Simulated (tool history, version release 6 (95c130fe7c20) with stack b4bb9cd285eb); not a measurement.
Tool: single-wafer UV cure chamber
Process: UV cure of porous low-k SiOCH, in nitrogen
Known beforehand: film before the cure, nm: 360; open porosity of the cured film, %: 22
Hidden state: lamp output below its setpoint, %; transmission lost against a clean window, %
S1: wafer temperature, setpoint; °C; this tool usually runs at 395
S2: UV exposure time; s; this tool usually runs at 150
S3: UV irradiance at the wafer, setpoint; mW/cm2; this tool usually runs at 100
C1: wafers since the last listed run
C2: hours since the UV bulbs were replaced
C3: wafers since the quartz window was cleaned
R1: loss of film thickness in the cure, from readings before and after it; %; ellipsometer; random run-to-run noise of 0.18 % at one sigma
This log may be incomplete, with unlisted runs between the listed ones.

run,hour,S1,S2,S3,C1,C2,C3,R1
1,0,395,130,100,0,2466.9,132,9.521
2,78.6,395,150,100,544,2545.5,676,9.889
3,179.8,395,150,100,700,2646.7,1377,9.53
4,238.8,395,150,100,408,2705.7,1786,9.001
# hour 250.9: quartz window cleaned
5,331.9,395,150,78,589,2798.8,561,8.562
6,374.5,395,150,78,295,2841.4,856,8.731
7,438.9,395,150,78,446,2905.8,1302,8.285
# hour 499.5: quartz window cleaned
8,530.1,395,150,100,576,2997,212,10.056
# hour 581.9: UV bulbs replaced
9,607.6,384,150,100,481,25.7,693,9.764
10,701.5,414,200,100,650,119.6,1343,11.051
# hour 730.3: quartz window cleaned
11,805.3,385,200,100,663,223.4,519,10.976
12,881,395,225,127,524,299.1,1043,12.765
# hour 973.2: quartz window cleaned
13,982.7,395,150,130,648,400.8,65,11.345
14,1045.8,395,150,100,437,463.9,502,9.821
15,1107.1,410,80,131,424,525.2,927,8.203
16,1178.9,395,150,100,497,597,1424,9.294
# hour 1261: quartz window cleaned
17,1266,395,150,100,547,684.1,34,9.925

Predict each of these 3 candidate next runs independently; none follows another, all start after run 17:
A,1266.5,395,150,100,3,684.6,38,?
B,1266.5,395,95,100,3,684.6,38,?
C,1266.5,389,150,73,3,684.6,38,?

run,R1
A,10.019
B,8.028
C,8.534
Had the tool no hidden state, the same runs would have come out as:
run,R1
A,10.06
B,8.067
C,8.574
